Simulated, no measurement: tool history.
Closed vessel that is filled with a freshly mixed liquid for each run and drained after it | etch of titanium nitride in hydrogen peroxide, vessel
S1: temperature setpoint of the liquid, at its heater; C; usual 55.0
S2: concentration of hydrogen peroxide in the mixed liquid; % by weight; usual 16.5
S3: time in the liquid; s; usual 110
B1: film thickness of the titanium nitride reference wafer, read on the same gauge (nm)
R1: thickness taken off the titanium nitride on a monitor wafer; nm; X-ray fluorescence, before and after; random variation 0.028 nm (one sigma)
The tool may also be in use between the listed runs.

| run | day | S1 | S2 | S3 | B1 | R1 |
|---|---|---|---|---|---|---|
| 1 | 0.000 | 55.0 | 16.5 | 110 | 80.01 | 5.66 |
| 2 | 2.175 | 55.0 | 14.0 | 110 | 80.00 | 5.48 |
|  | 2.646 | new drum of peroxide connected |
| 3 | 4.167 | 55.0 | 14.0 | 110 | 80.04 | 5.52 |
| 4 | 7.808 | 55.0 | 14.0 | 110 | 80.01 | 5.50 |
| 5 | 12.279 | 59.0 | 18.5 | 110 | 79.98 | 7.58 |
|  | 13.142 | thermometer replaced |
| 6 | 14.050 | 59.0 | 18.5 | 110 | 80.00 | 7.89 |
| 7 | 18.296 | 59.0 | 18.5 | 110 | 80.04 | 7.84 |
| 8 | 20.821 | 49.0 | 16.5 | 135 | 79.98 | 4.60 |
|  | 23.488 | new drum of peroxide connected |
| 9 | 24.612 | 49.0 | 16.5 | 135 | 80.00 | 4.69 |
| 10 | 26.462 | 55.0 | 16.5 | 110 | 79.98 | 5.85 |
| 11 | 29.967 | 55.0 | 16.5 | 110 | 80.02 | 5.80 |
| 12 | 34.454 | 55.0 | 21.5 | 50 | 80.00 | 2.76 |
|  | 36.762 | peroxide flow meter replaced |
| 13 | 38.138 | 55.0 | 16.5 | 140 | 80.02 | 7.30 |
| 14 | 42.479 | 49.5 | 16.5 | 110 | 79.99 | 3.82 |
| 15 | 45.058 | 62.5 | 18.0 | 150 | 80.00 | 13.13 |
| 16 | 47.533 | 55.0 | 16.5 | 110 | 80.00 | 5.66 |
|  | 49.196 | new drum of peroxide connected |
| 17 | 50.079 | 50.0 | 13.0 | 130 | 79.99 | 4.46 |
| 18 | 52.962 | 55.0 | 14.5 | 65 | 79.97 | 3.27 |
| 19 | 55.321 | 47.5 | 12.5 | 140 | 80.02 | 3.96 |
| 20 | 57.796 | 59.0 | 20.5 | 140 | 80.03 | 10.01 |
|  | 58.562 | thermometer replaced |
| 21 | 62.000 | 48.5 | 15.0 | 175 | 80.00 | 5.76 |
| 22 | 66.679 | 48.0 | 16.5 | 155 | 80.02 | 4.94 |
| 23 | 69.358 | 55.0 | 16.5 | 110 | 79.99 | 5.77 |
|  | 69.758 | gauge calibrated |
| 24 | 71.679 | 55.0 | 16.5 | 110 | 79.99 | 5.73 |
|  | 72.617 | new drum of peroxide connected |
| 25 | 74.850 | 55.0 | 16.5 | 110 | 80.00 | 5.80 |
| 26 | 86.538 | 55.0 | 16.5 | 160 | 79.97 | 8.28 |
| 27 | 90.442 | 55.0 | 21.5 | 50 | 79.98 | 2.72 |
|  | 92.221 | new drum of peroxide connected |
| 28 | 95.438 | 47.0 | 21.5 | 110 | 79.99 | 3.39 |

Some steps in R1 between neighbouring runs. How much of each would the tool show without its hidden state too (settings, what came in, random variation), and how much is left for the hidden state, with any gauge scatter that isn't in both results?
The hidden state here: liquid colder than its thermometer reads (K); peroxide flow above the setpoint (%); peroxide weaker than its label (%); gauge reads high (%).
Run 14 -> 15: S1 49.5 -> 62.5, S2 16.5 -> 18.0, S3 110 -> 150. R1 +9.31 nm: hidden state -0.42, all else +9.73.
Run 15 -> 16: S1 62.5 -> 55.0, S2 18.0 -> 16.5, S3 150 -> 110. R1 -7.47 nm: hidden state +0.29, all else -7.76.
Run 20 -> 21: S1 59.0 -> 48.5, S2 20.5 -> 15.0, S3 140 -> 175, thermometer replaced. R1 -4.25 nm: hidden state +0.36, all else -4.61.
